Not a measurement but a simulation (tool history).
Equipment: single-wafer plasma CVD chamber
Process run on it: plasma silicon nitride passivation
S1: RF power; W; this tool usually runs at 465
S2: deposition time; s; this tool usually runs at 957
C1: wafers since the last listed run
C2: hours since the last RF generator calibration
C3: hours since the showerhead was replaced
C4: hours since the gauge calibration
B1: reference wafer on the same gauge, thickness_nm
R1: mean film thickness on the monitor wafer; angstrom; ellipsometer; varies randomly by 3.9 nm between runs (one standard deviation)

run 1 day=0.000 | S1=465 S2=1061 | C1=0 C2=350.1 C3=6342.3 C4=723.3 | B1=1621.602 | R1=15295.09
run 2 day=2.483 | S1=465 S2=957 | C1=72 C2=409.7 C3=6401.9 C4=782.9 | B1=1620.443 | R1=13804.69
run 3 day=5.167 | S1=465 S2=877 | C1=78 C2=474.1 C3=6466.3 C4=847.3 | B1=1619.549 | R1=12577.36
run 4 day=7.358 | S1=465 S2=957 | C1=64 C2=526.7 C3=6518.9 C4=899.9 | B1=1618.334 | R1=13806.29
run 5 day=9.408 | S1=465 S2=957 | C1=60 C2=575.9 C3=6568.1 C4=949.1 | B1=1618.724 | R1=13834.36
run 6 day=10.904 | S1=465 S2=957 | C1=43 C2=611.8 C3=6604.0 C4=985.0 | B1=1620.291 | R1=13745.38
run 7 day=12.883 | S1=430 S2=1006 | C1=58 C2=659.3 C3=6651.5 C4=1032.5 | B1=1620.830 | R1=14268.45
run 8 day=15.133 | S1=430 S2=1006 | C1=65 C2=713.3 C3=6705.5 C4=1086.5 | B1=1620.019 | R1=14273.86
run 9 day=17.396 | S1=500 S2=867 | C1=66 C2=767.6 C3=6759.8 C4=1140.8 | B1=1620.998 | R1=12776.16
run 10 day=20.321 | S1=500 S2=867 | C1=85 C2=837.8 C3=6830.0 C4=1211.0 | B1=1618.995 | R1=12677.79
run 11 day=21.733 | S1=465 S2=957 | C1=41 C2=871.7 C3=6863.9 C4=1244.9 | B1=1618.343 | R1=13746.57
run 12 day=23.704 | S1=465 S2=957 | C1=57 C2=919.0 C3=6911.2 C4=1292.2 | B1=1618.012 | R1=13772.33
run 13 day=26.108 | S1=465 S2=957 | C1=70 C2=976.7 C3=6968.9 C4=1349.9 | B1=1621.134 | R1=13771.96
run 14 day=27.321 | S1=465 S2=957 | C1=35 C2=1005.8 C3=6998.0 C4=1379.0 | B1=1621.255 | R1=13749.38
run 15 day=32.121 | S1=465 S2=856 | C1=140 C2=1121.0 C3=7113.2 C4=1494.2 | B1=1619.681 | R1=12376.63
run 16 day=34.533 | S1=465 S2=856 | C1=70 C2=1178.9 C3=7171.1 C4=1552.1 | B1=1619.349 | R1=12312.16
run 17 day=35.729 | S1=465 S2=957 | C1=35 C2=1207.6 C3=7199.8 C4=1580.8 | B1=1621.870 | R1=13759.35
-- day=36.175 gauge calibrated
run 18 day=37.062 | S1=465 S2=957 | C1=39 C2=1239.6 C3=7231.8 C4=21.3 | B1=1620.222 | R1=13735.12
run 19 day=39.229 | S1=465 S2=957 | C1=63 C2=1291.6 C3=7283.8 C4=73.3 | B1=1619.938 | R1=13804.88
run 20 day=41.058 | S1=465 S2=1024 | C1=53 C2=1335.5 C3=7327.7 C4=117.2 | B1=1619.058 | R1=14689.04
run 21 day=43.450 | S1=465 S2=1117 | C1=70 C2=1392.9 C3=7385.1 C4=174.6 | B1=1620.884 | R1=16008.46
run 22 day=45.833 | S1=440 S2=1059 | C1=69 C2=1450.1 C3=7442.3 C4=231.8 | B1=1621.383 | R1=14973.25
run 23 day=48.425 | S1=435 S2=825 | C1=76 C2=1512.3 C3=7504.5 C4=294.0 | B1=1620.780 | R1=11692.19
run 24 day=49.588 | S1=415 S2=892 | C1=34 C2=1540.2 C3=7532.4 C4=321.9 | B1=1618.807 | R1=12506.02
-- day=50.975 showerhead replaced
run 25 day=51.721 | S1=520 S2=1096 | C1=52 C2=1591.4 C3=17.9 C4=373.1 | B1=1619.223 | R1=16308.83
run 26 day=52.842 | S1=525 S2=1081 | C1=32 C2=1618.3 C3=44.8 C4=400.0 | B1=1620.573 | R1=16012.24
run 27 day=55.129 | S1=465 S2=957 | C1=67 C2=1673.2 C3=99.7 C4=454.9 | B1=1621.438 | R1=13718.76
-- day=55.867 RF generator calibrated
run 28 day=56.450 | S1=415 S2=892 | C1=28 C2=14.0 C3=131.4 C4=486.6 | B1=1619.190 | R1=12463.02
run 29 day=59.325 | S1=490 S2=957 | C1=84 C2=83.0 C3=200.4 C4=555.6 | B1=1619.339 | R1=13925.60
run 30 day=62.183 | S1=390 S2=800 | C1=83 C2=151.6 C3=269.0 C4=624.2 | B1=1621.160 | R1=10988.38
run 31 day=63.471 | S1=500 S2=1058 | C1=37 C2=182.5 C3=299.9 C4=655.1 | B1=1620.016 | R1=15450.91
run 32 day=66.358 | S1=550 S2=1126 | C1=84 C2=251.8 C3=369.2 C4=724.4 | B1=1622.185 | R1=16925.43
run 33 day=67.383 | S1=545 S2=769 | C1=30 C2=276.4 C3=393.8 C4=749.0 | B1=1619.212 | R1=11468.38
run 34 day=69.304 | S1=385 S2=957 | C1=56 C2=322.5 C3=439.9 C4=795.1 | B1=1621.414 | R1=13096.19
run 35 day=71.533 | S1=505 S2=818 | C1=65 C2=376.0 C3=493.4 C4=848.6 | B1=1620.313 | R1=12027.28
run 36 day=74.417 | S1=430 S2=1126 | C1=84 C2=445.2 C3=562.6 C4=917.8 | B1=1620.567 | R1=15891.57
run 37 day=75.854 | S1=510 S2=1104 | C1=42 C2=479.7 C3=597.1 C4=952.3 | B1=1621.957 | R1=16260.00
run 38 day=78.458 | S1=465 S2=957 | C1=76 C2=542.2 C3=659.6 C4=1014.8 | B1=1621.930 | R1=13791.45
run 39 day=81.133 | S1=415 S2=821 | C1=78 C2=606.4 C3=723.8 C4=1079.0 | B1=1620.244 | R1=11508.02
run 40 day=83.417 | S1=465 S2=957 | C1=66 C2=661.2 C3=778.6 C4=1133.8 | B1=1619.828 | R1=13804.31

How the hidden state differs across the entries between the runs, from the last listed run before each to the first after it:
In the gap between runs 17 and 18: gauge calibrated (day 36.175)
  no difference in the tool's unlogged condition between these two runs
In the gap between runs 24 and 25: showerhead replaced (day 50.975)
  no difference in the tool's unlogged condition between these two runs
In the gap between runs 27 and 28: RF generator calibrated (day 55.867)
  no difference in the tool's unlogged condition between these two runs
